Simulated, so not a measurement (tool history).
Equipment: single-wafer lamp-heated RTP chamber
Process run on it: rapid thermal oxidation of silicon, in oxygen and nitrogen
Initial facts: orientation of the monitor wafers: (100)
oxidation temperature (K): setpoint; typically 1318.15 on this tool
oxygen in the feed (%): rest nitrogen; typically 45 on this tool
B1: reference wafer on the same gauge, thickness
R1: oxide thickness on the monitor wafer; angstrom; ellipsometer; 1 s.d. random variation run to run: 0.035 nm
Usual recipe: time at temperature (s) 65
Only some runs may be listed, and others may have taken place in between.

{"run": 1, "hour": 0.0, "oxidation temperature (K)": 1318.15, "time at temperature (s)": 65, "oxygen in the feed (%)": 45, "B1": 5.504, "R1": 65.33}
{"run": 2, "hour": 33.8, "oxidation temperature (K)": 1318.15, "time at temperature (s)": 65, "oxygen in the feed (%)": 45, "B1": 5.492, "R1": 64.38}
{"run": 3, "hour": 94.7, "oxidation temperature (K)": 1318.15, "time at temperature (s)": 65, "oxygen in the feed (%)": 45, "B1": 5.49, "R1": 64.96}
{"run": 4, "hour": 164.5, "oxidation temperature (K)": 1318.15, "time at temperature (s)": 65, "oxygen in the feed (%)": 45, "B1": 5.473, "R1": 64.61}
{"run": 5, "hour": 188.6, "oxidation temperature (K)": 1341.15, "time at temperature (s)": 65, "oxygen in the feed (%)": 28, "B1": 5.463, "R1": 63.72}
{"run": 6, "hour": 238.8, "oxidation temperature (K)": 1318.15, "time at temperature (s)": 42, "oxygen in the feed (%)": 45, "B1": 5.441, "R1": 53.24}
{"run": 7, "hour": 310.3, "oxidation temperature (K)": 1318.15, "time at temperature (s)": 42, "oxygen in the feed (%)": 45, "B1": 5.424, "R1": 52.64}
{"hour": 355.0, "done": "gauge calibrated"}
{"hour": 435.1, "done": "pyrometer window cleaned and pyrometer calibrated"}
{"run": 8, "hour": 511.7, "oxidation temperature (K)": 1318.15, "time at temperature (s)": 65, "oxygen in the feed (%)": 45, "B1": 5.529, "R1": 64.5}
{"run": 9, "hour": 556.6, "oxidation temperature (K)": 1318.15, "time at temperature (s)": 65, "oxygen in the feed (%)": 45, "B1": 5.525, "R1": 64.09}
{"run": 10, "hour": 627.4, "oxidation temperature (K)": 1334.15, "time at temperature (s)": 74, "oxygen in the feed (%)": 45, "B1": 5.514, "R1": 76.9}

For run 11, what comes out?
{"run": 11, "hour": 665.9, "oxidation temperature (K)": 1318.15, "time at temperature (s)": 65, "oxygen in the feed (%)": 45, "B1": "?", "R1": "?"}

Run 11 gave B1 5.500, R1 64.67 angstrom.
Take away the tool's hidden state, keep the run-to-run variation as it was, and the same run would have given R1 65.04 angstrom.

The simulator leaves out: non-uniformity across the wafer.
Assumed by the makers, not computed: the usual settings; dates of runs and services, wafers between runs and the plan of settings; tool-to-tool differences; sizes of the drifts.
